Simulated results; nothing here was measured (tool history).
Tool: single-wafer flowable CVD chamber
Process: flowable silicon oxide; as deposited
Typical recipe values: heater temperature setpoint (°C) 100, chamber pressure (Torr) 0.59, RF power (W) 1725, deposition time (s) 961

run,hour,heater temperature setpoint (°C),chamber pressure (Torr),RF power (W),deposition time (s),"read-back reference wafer on the same gauge, thickness_nm",mean film thickness on the monitor wafer (nm)
1,0,96,0.59,1725,961,403.146,413.042
2,63.1,100,0.59,1725,1027,402.734,394.278
3,128.9,100,0.59,1725,1027,402.889,393.729
4,180.9,100,0.59,1725,1027,402.944,395.958
5,271,100,0.59,1725,961,402.852,371.215
# hour 284.7: gauge calibrated
6,317.8,100,0.59,1725,961,402.63,370.327
7,400.4,100,0.59,1725,961,403.159,369.519
8,487.2,100,0.59,1725,961,403.161,369.164
# hour 561.5: thermocouple changed; heater temperature recalibrated
9,592.7,107,0.59,1725,1033,402.859,322.975
# hour 602.8: showerhead replaced
10,632.1,107,0.59,1725,1033,403.19,320.978
11,679,107,0.59,1725,1033,403.14,322.946
12,718,88,0.59,1725,961,402.824,522.81
13,801.3,86,0.492,1725,961,403.051,459.001
14,899.3,100,0.655,1725,911,402.988,389.436
15,992.3,100,0.691,1725,961,402.801,430.565
16,1051.1,100,0.59,1725,961,402.928,365.676
17,1117.6,107,0.454,1955,895,403.403,223.986
# hour 1205.7: RF generator calibrated
18,1224.4,100,0.59,1725,961,403.098,376.277
# hour 1235.6: gauge calibrated
# hour 1242.8: capacitance manometer re-zeroed and calibrated
19,1293.3,105,0.451,1725,1088,403.036,282.137
20,1359.5,93,0.736,1830,909,403.009,552.452
21,1432.6,100,0.59,1725,961,403.227,373.861
22,1477.3,100,0.59,1725,961,402.864,376.189
23,1540.5,100,0.59,1725,961,402.993,372.958
24,1612.8,95,0.734,1415,826,402.908,432.317

Each row is a separate what-if for the run after 24, all from the same tool condition, not one after another. Results?
A,1613.5,100,0.59,1725,961,?,?
B,1613.5,100,0.485,1725,811,?,?
C,1613.5,106,0.519,1815,1119,?,?

run,"read-back reference wafer on the same gauge, thickness_nm",mean film thickness on the monitor wafer (nm)
A,403.248,371.565
B,403.248,259.262
C,403.248,323.84
Had the tool no hidden state, the same runs would have come out as:
run,mean film thickness on the monitor wafer (nm)
A,376.243
B,262.527
C,327.918
